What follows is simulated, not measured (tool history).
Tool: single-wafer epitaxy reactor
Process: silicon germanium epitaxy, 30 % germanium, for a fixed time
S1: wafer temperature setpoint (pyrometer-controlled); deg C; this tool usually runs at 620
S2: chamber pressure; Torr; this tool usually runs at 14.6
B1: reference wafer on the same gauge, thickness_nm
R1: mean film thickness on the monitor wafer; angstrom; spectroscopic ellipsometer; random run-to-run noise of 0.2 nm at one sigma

run    hour   S1    S2      B1       R1
  1       0  620  14.6  76.355   746.07
  2    30.3  620  14.6  76.367   744.35
  3      61  620  14.6  76.366    745.4
  4    94.9  620  14.6  76.298   742.89
      142.4  -- gauge calibrated
  5   166.6  620  14.6  77.414   753.23
  6   209.9  620  14.6  77.351   756.55
  7   242.7  620  14.6  77.299   751.14
  8   312.2  620  12.5  77.199   695.41
  9   353.6  620  12.5  77.173   694.96
 10   409.1  620  14.6  77.131   753.76
 11   475.1  620  14.6  77.015   751.15
 12   540.1  620  14.6  76.965   755.32
 13   600.5  620  11.2  76.925    649.1
      614.6  -- showerhead replaced
 14   656.8  629    16  76.919   933.61
 15   722.7  620  17.7  76.843   822.19
 16   771.5  612    17  76.784   690.51
 17     797  620  14.6  76.735    748.3
 18   826.6  629  14.6  76.762   889.76
      835.6  -- pyrometer calibrated
      873.7  -- capacitance manometer re-zeroed and calibrated
 19     880  620  14.6  76.737   747.05
 20   937.5  620  17.5  76.656   819.06
 21     983  620  14.6  76.651   745.82
 22  1014.1  613  12.8  76.686   602.39
 23  1059.7  626  15.6  76.641   869.84
 24  1087.5  634  11.8  76.623   876.81
 25  1277.1  624  14.6  76.547    810.9
 26  1348.9  620  14.6  76.514   749.18
 27  1379.7  615  15.5  76.524   697.75
 28  1435.8  634  17.3  76.504  1066.77
 29  1495.6  620  14.6  76.484   744.06
 30  1548.1  608  12.2  76.444   531.37
 31  1601.6  620  14.6  76.433   747.97
 32  1666.7  620  14.6  76.432   746.71
 33  1706.5  633  13.5   76.47   920.91
 34  1776.7  620  12.5  76.398   690.45
 35  1806.5  616  11.1  76.437   593.67
 36  1849.7  624    17  76.421   870.92

3 options for the next run, each taken on its own from the tool as it stands now. Forecast them:
  A  1850.1  620  14.6   ?   ?
  B  1850.1  626  15.9   ?   ?
  C  1850.1  627  11.5   ?   ?

run      B1      R1
  A  76.415  744.68
  B  76.415  875.62
  C  76.415  751.49
The same runs, with their run-to-run variation unchanged, on a tool lacking any hidden condition would have given:
run      R1
  A  754.28
  B   886.9
  C  761.17
